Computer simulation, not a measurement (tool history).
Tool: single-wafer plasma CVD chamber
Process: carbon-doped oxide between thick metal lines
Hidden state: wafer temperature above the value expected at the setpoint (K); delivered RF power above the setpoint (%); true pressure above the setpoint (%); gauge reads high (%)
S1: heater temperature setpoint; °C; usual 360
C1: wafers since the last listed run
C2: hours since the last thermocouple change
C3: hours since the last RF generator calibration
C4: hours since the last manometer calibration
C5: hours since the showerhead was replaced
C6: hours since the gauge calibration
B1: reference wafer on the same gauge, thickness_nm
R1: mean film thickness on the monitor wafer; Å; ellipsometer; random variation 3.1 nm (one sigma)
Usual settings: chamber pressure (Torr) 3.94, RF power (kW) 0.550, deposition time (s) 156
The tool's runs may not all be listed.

run 1 hour=0.0 | S1=369 chamber_pressure_(Torr)=3.94 RF_power_(kW)=0.550 deposition_time_(s)=156 | C1=0 C2=386.3 C3=975.2 C4=2024.5 C5=2423.6 C6=378.3 | B1=871.924 | R1=7219.38
run 2 hour=106.0 | S1=370 chamber_pressure_(Torr)=3.94 RF_power_(kW)=0.550 deposition_time_(s)=156 | C1=1376 C2=492.3 C3=1081.2 C4=2130.5 C5=2529.6 C6=484.3 | B1=871.436 | R1=7233.56
run 3 hour=166.1 | S1=357 chamber_pressure_(Torr)=3.94 RF_power_(kW)=0.550 deposition_time_(s)=156 | C1=780 C2=552.4 C3=1141.3 C4=2190.6 C5=2589.7 C6=544.4 | B1=871.950 | R1=7518.44
run 4 hour=456.3 | S1=357 chamber_pressure_(Torr)=3.94 RF_power_(kW)=0.550 deposition_time_(s)=156 | C1=3768 C2=842.6 C3=1431.5 C4=2480.8 C5=2879.9 C6=834.6 | B1=872.751 | R1=7459.86
-- hour=507.5 gauge calibrated
run 5 hour=522.2 | S1=360 chamber_pressure_(Torr)=3.94 RF_power_(kW)=0.575 deposition_time_(s)=156 | C1=855 C2=908.5 C3=1497.4 C4=2546.7 C5=2945.8 C6=14.7 | B1=872.022 | R1=7530.82
run 6 hour=571.2 | S1=360 chamber_pressure_(Torr)=3.94 RF_power_(kW)=0.550 deposition_time_(s)=156 | C1=636 C2=957.5 C3=1546.4 C4=2595.7 C5=2994.8 C6=63.7 | B1=870.991 | R1=7462.00
run 7 hour=640.9 | S1=360 chamber_pressure_(Torr)=3.94 RF_power_(kW)=0.550 deposition_time_(s)=156 | C1=904 C2=1027.2 C3=1616.1 C4=2665.4 C5=3064.5 C6=133.4 | B1=872.081 | R1=7437.48
run 8 hour=698.0 | S1=365 chamber_pressure_(Torr)=3.94 RF_power_(kW)=0.595 deposition_time_(s)=156 | C1=741 C2=1084.3 C3=1673.2 C4=2722.5 C5=3121.6 C6=190.5 | B1=872.702 | R1=7504.01
-- hour=708.8 thermocouple changed; heater temperature recalibrated
-- hour=731.6 RF generator calibrated
run 9 hour=744.6 | S1=360 chamber_pressure_(Torr)=3.94 RF_power_(kW)=0.550 deposition_time_(s)=156 | C1=397 C2=35.8 C3=13.0 C4=2769.1 C5=3168.2 C6=237.1 | B1=871.768 | R1=7320.70
run 10 hour=826.2 | S1=360 chamber_pressure_(Torr)=3.94 RF_power_(kW)=0.550 deposition_time_(s)=156 | C1=1059 C2=117.4 C3=94.6 C4=2850.7 C5=3249.8 C6=318.7 | B1=871.415 | R1=7394.50
run 11 hour=911.8 | S1=360 chamber_pressure_(Torr)=3.94 RF_power_(kW)=0.475 deposition_time_(s)=156 | C1=1111 C2=203.0 C3=180.2 C4=2936.3 C5=3335.4 C6=404.3 | B1=872.685 | R1=6967.47
-- hour=928.3 showerhead replaced
run 12 hour=973.8 | S1=360 chamber_pressure_(Torr)=3.94 RF_power_(kW)=0.550 deposition_time_(s)=156 | C1=701 C2=265.0 C3=242.2 C4=2998.3 C5=45.5 C6=466.3 | B1=871.559 | R1=7391.70

Forecast run 13:
-- hour=994.5 capacitance manometer re-zeroed and calibrated
run 13 hour=1046.9 | S1=360 chamber_pressure_(Torr)=4.20 RF_power_(kW)=0.550 deposition_time_(s)=156 | C1=845 C2=338.1 C3=315.3 C4=52.4 C5=118.6 C6=539.4 | B1=? | R1=?

B1: 872.532
R1: 7393.16 Å
Without the tool's hidden state the same run would have given R1 7293.60 Å.

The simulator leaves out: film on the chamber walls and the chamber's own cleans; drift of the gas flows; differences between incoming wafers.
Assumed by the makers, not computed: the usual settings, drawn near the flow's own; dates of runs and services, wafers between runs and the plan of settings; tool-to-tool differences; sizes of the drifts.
